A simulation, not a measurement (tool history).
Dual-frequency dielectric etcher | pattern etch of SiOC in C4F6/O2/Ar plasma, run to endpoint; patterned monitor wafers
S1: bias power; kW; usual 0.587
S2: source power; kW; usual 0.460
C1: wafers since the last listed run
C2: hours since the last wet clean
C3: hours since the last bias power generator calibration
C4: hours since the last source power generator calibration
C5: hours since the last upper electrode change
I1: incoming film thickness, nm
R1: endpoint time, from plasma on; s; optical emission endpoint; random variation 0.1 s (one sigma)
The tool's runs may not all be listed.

run	day	S1	S2	C1	C2	C3	C4	C5	I1	R1
1	0.000	0.497	0.460	0	460.7	1626.2	4450.7	2415.1	37.47	12.0
2	2.908	0.587	0.460	1521	530.5	1696.0	4520.5	2484.9	37.51	11.4
# day 5.604: wet clean of the chamber
3	5.904	0.587	0.460	1044	7.2	1767.9	4592.4	2556.8	37.56	11.7
4	7.442	0.692	0.460	804	44.1	1804.8	4629.3	2593.7	37.80	11.3
5	9.604	0.692	0.460	1131	96.0	1856.7	4681.2	2645.6	37.19	11.2
6	11.196	0.692	0.460	832	134.2	1894.9	4719.4	2683.8	37.89	11.4
7	12.704	0.671	0.500	789	170.4	1931.1	4755.6	2720.0	37.70	10.9
8	13.712	0.671	0.500	527	194.6	1955.3	4779.8	2744.2	37.61	11.1
9	15.067	0.587	0.560	708	227.1	1987.8	4812.3	2776.7	37.49	10.9
10	16.100	0.587	0.560	540	251.9	2012.6	4837.1	2801.5	37.69	11.0
11	18.408	0.587	0.560	1207	307.3	2068.0	4892.5	2856.9	37.45	11.1
12	20.742	0.587	0.530	1220	363.3	2124.0	4948.5	2912.9	37.57	11.3
13	22.600	0.587	0.530	972	407.9	2168.6	4993.1	2957.5	37.48	11.3
# day 24.150: bias power generator calibrated
14	24.762	0.539	0.570	1044	459.8	14.7	5045.0	3009.4	37.45	11.5
# day 27.067: wet clean of the chamber, repeated, since the last time left the tool worse
15	27.088	0.587	0.490	693	0.5	70.5	5100.8	3065.2	37.42	11.1
16	29.104	0.692	0.460	1055	48.9	118.9	5149.2	3113.6	37.76	11.0
17	30.938	0.480	0.500	959	92.9	162.9	5193.2	3157.6	37.33	11.5
# day 32.192: source power generator calibrated
18	33.517	0.674	0.400	1262	154.8	224.8	31.8	3219.5	37.51	11.6
19	36.383	0.587	0.460	1500	223.6	293.6	100.6	3288.3	37.14	11.1
20	37.962	0.701	0.410	826	261.5	331.5	138.5	3326.2	37.42	11.3
21	40.421	0.587	0.580	1286	320.5	390.5	197.5	3385.2	37.43	10.4
22	43.208	0.587	0.530	1458	387.4	457.4	264.4	3452.1	36.96	10.8
23	46.092	0.460	0.550	1508	456.6	526.6	333.6	3521.3	37.13	11.4
# day 48.171: upper electrode replaced
24	48.358	0.631	0.540	662	511.0	581.0	388.0	4.5	37.49	10.7
# day 50.642: wet clean of the chamber
25	51.025	0.547	0.460	872	9.2	645.0	452.0	68.5	37.50	11.4
26	58.371	0.587	0.460	3843	185.5	821.3	628.3	244.8	37.34	11.3
27	61.254	0.677	0.550	1508	254.7	890.5	697.5	314.0	37.32	10.1
28	63.525	0.587	0.460	1188	309.2	945.0	752.0	368.5	37.42	11.3
29	64.858	0.700	0.420	697	341.2	977.0	784.0	400.5	37.27	11.1
30	66.112	0.587	0.460	656	371.3	1007.1	814.1	430.6	37.04	11.3
31	67.721	0.663	0.500	841	409.9	1045.7	852.7	469.2	37.58	10.8
32	69.396	0.525	0.500	876	450.1	1085.9	892.9	509.4	37.58	11.4
33	70.925	0.587	0.460	800	486.8	1122.6	929.6	546.1	37.49	11.4
# day 73.017: wet clean of the chamber
34	73.038	0.587	0.460	582	0.5	1173.3	980.3	596.8	37.57	11.1

Forecast each of these 5 alternatives for the next run:
A	73.054	0.587	0.460	8	0.9	1173.7	980.7	597.2	37.35	?
B	73.054	0.728	0.360	8	0.9	1173.7	980.7	597.2	37.35	?
C	73.054	0.516	0.540	8	0.9	1173.7	980.7	597.2	37.35	?
D	73.054	0.587	0.350	8	0.9	1173.7	980.7	597.2	37.35	?
E	73.054	0.455	0.580	8	0.9	1173.7	980.7	597.2	37.35	?

run	R1
A	11.2
B	11.7
C	10.9
D	12.6
E	11.0
Without the tool's hidden state the same runs would have given:
run	R1
A	11.2
B	11.7
C	10.9
D	12.6
E	11.0

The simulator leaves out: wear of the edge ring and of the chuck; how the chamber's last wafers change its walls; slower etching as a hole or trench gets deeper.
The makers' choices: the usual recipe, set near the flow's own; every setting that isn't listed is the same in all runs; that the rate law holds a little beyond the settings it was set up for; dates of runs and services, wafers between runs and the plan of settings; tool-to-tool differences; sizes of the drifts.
